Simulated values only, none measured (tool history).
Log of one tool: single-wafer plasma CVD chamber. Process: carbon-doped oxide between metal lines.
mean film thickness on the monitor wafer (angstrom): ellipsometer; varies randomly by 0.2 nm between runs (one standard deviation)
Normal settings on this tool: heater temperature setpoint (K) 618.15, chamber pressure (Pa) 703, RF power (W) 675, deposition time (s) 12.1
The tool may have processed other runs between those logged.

run    hour  heater temperature setpoint (K)  chamber pressure (Pa)  RF power (W)  deposition time (s)  wafers since the last listed run  hours since the last thermocouple change  hours since the last RF generator calibration  hours since the last manometer calibration  hours since the showerhead was replaced  hours since the gauge calibration  read-back reference wafer on the same gauge, thickness_nm  mean film thickness on the monitor wafer (angstrom)
  1     0.0                           618.15                    703           675                 12.1                                 0                                    1608.3                                          196.5                                       338.8                                   4157.1                              249.4                                                     69.215                                               772.50
  2    59.6                           618.15                    703           675                 12.1                              1176                                    1667.9                                          256.1                                       398.4                                   4216.7                              309.0                                                     69.192                                               772.61
  3   116.4                           618.15                    703           675                 12.1                              1121                                    1724.7                                          312.9                                       455.2                                   4273.5                              365.8                                                     69.286                                               776.03
  4   160.4                           618.15                    703           675                 12.1                               868                                    1768.7                                          356.9                                       499.2                                   4317.5                              409.8                                                     69.193                                               776.38
  5   205.4                           618.15                    703           675                 12.1                               888                                    1813.7                                          401.9                                       544.2                                   4362.5                              454.8                                                     69.167                                               773.26
  6   258.6                           618.15                    703           675                 12.1                              1050                                    1866.9                                          455.1                                       597.4                                   4415.7                              508.0                                                     69.261                                               771.93
  7   289.4                           618.15                    703           675                 12.1                               608                                    1897.7                                          485.9                                       628.2                                   4446.5                              538.8                                                     69.190                                               773.31
  8   323.2                           618.15                    703           675                 12.1                               667                                    1931.5                                          519.7                                       662.0                                   4480.3                              572.6                                                     69.199                                               766.67
  9   354.8                           618.15                    703           675                 12.1                               623                                    1963.1                                          551.3                                       693.6                                   4511.9                              604.2                                                     69.226                                               767.69
 10   407.8                           618.15                    703           675                 12.1                              1046                                    2016.1                                          604.3                                       746.6                                   4564.9                              657.2                                                     69.234                                               768.20
      439.5  -- gauge calibrated
 11   440.8                           618.15                    703           675                 12.1                               651                                    2049.1                                          637.3                                       779.6                                   4597.9                                1.3                                                     69.136                                               769.83
 12   494.3                           618.15                    703           675                 12.1                              1056                                    2102.6                                          690.8                                       833.1                                   4651.4                               54.8                                                     69.236                                               768.05
 13   546.4                           618.15                    703           675                 12.1                              1028                                    2154.7                                          742.9                                       885.2                                   4703.5                              106.9                                                     69.121                                               768.13
 14   571.7                           618.15                    869           675                 12.1                               499                                    2180.0                                          768.2                                       910.5                                   4728.8                              132.2                                                     69.158                                               784.70
 15   621.0                           618.15                    703           675                 12.1                               973                                    2229.3                                          817.5                                       959.8                                   4778.1                              181.5                                                     69.311                                               765.58
      634.8  -- showerhead replaced
 16   664.0                           618.15                    703           620                 10.0                               690                                    2272.3                                          860.5                                      1002.8                                     29.2                              224.5                                                     69.230                                               615.53
 17   717.0                           618.15                    703           675                 12.1                              1046                                    2325.3                                          913.5                                      1055.8                                     82.2                              277.5                                                     69.223                                               761.27
 18   745.9                           632.15                    779           745                 10.3                               570                                    2354.2                                          942.4                                      1084.7                                    111.1                              306.4                                                     69.258                                               656.78
      789.9  -- capacitance manometer re-zeroed and calibrated
 19   790.4                           618.15                    768           675                 12.1                               720                                    2398.7                                          986.9                                         0.5                                    155.6                              350.9                                                     69.193                                               773.98
 20   809.9                           607.15                    641           615                 12.8                               384                                    2418.2                                         1006.4                                        20.0                                    175.1                              370.4                                                     69.137                                               795.14
      851.3  -- thermocouple changed; heater temperature recalibrated
 21   860.6                           618.15                    703           675                 12.1                               842                                       9.3                                         1057.1                                        70.7                                    225.8                              421.1                                                     69.214                                               762.88
 22   931.3                           618.15                    703           675                 12.1                              1395                                      80.0                                         1127.8                                       141.4                                    296.5                              491.8                                                     69.145                                               762.13
      944.6  -- RF generator calibrated
 23   993.8                           604.15                    703           590                 12.1                              1075                                     142.5                                           49.2                                       203.9                                    359.0                              554.3                                                     69.171                                               774.88
     1024.7  -- gauge calibrated
 24  1040.2                           625.15                    760           720                 13.0                               915                                     188.9                                           95.6                                       250.3                                    405.4                               15.5                                                     69.184                                               845.84
 25  1083.8                           609.15                    703           740                 12.1                               860                                     232.5                                          139.2                                       293.9                                    449.0                               59.1                                                     69.196                                               819.17
 26  1121.3                           618.15                    703           675                 12.1                               740                                     270.0                                          176.7                                       331.4                                    486.5                               96.6                                                     69.187                                               773.76
 27  1192.8                           618.15                    575           760                 10.3                              1411                                     341.5                                          248.2                                       402.9                                    558.0                              168.1                                                     69.144                                               665.87

Across each entry between runs, compare the hidden state at the last listed run before it with the hidden state at the first listed run after it:
In the gap between runs 10 and 11: gauge calibrated (hour 439.5)
  delivered RF power above the setpoint (%): -1.91 -> -2.08; true pressure above the setpoint (%): -2.77 -> -2.97
  difference, measured minus the result without the unlogged condition, mean film thickness on the monitor wafer (angstrom): -8.37 -> -9.11
In the gap between runs 15 and 16: showerhead replaced (hour 634.8)
  delivered RF power above the setpoint (%): -3.19 -> -3.49; true pressure above the setpoint (%): -4.25 -> -4.59
  difference, measured minus the result without the unlogged condition, mean film thickness on the monitor wafer (angstrom): -13.60 -> -12.09
In the gap between runs 18 and 19: capacitance manometer re-zeroed and calibrated (hour 789.9)
  delivered RF power above the setpoint (%): -4.11 -> -4.48; true pressure above the setpoint (%): -5.28 -> -0.609
  difference, measured minus the result without the unlogged condition, mean film thickness on the monitor wafer (angstrom): -13.43 -> -12.08
In the gap between runs 20 and 21: thermocouple changed; heater temperature recalibrated (hour 851.3)
  delivered RF power above the setpoint (%): -4.64 -> -5.08; true pressure above the setpoint (%): -0.611 -> -0.629
  difference, measured minus the result without the unlogged condition, mean film thickness on the monitor wafer (angstrom): -13.33 -> -13.69
In the gap between runs 22 and 23: RF generator calibrated (hour 944.6)
  delivered RF power above the setpoint (%): -5.74 -> -0.218; true pressure above the setpoint (%): -0.69 -> -0.778
  difference, measured minus the result without the unlogged condition, mean film thickness on the monitor wafer (angstrom): -15.46 -> -1.55
In the gap between runs 23 and 24: gauge calibrated (hour 1024.7)
  delivered RF power above the setpoint (%): -0.218 -> -0.246; true pressure above the setpoint (%): -0.778 -> -0.864
  difference, measured minus the result without the unlogged condition, mean film thickness on the monitor wafer (angstrom): -1.55 -> -1.58
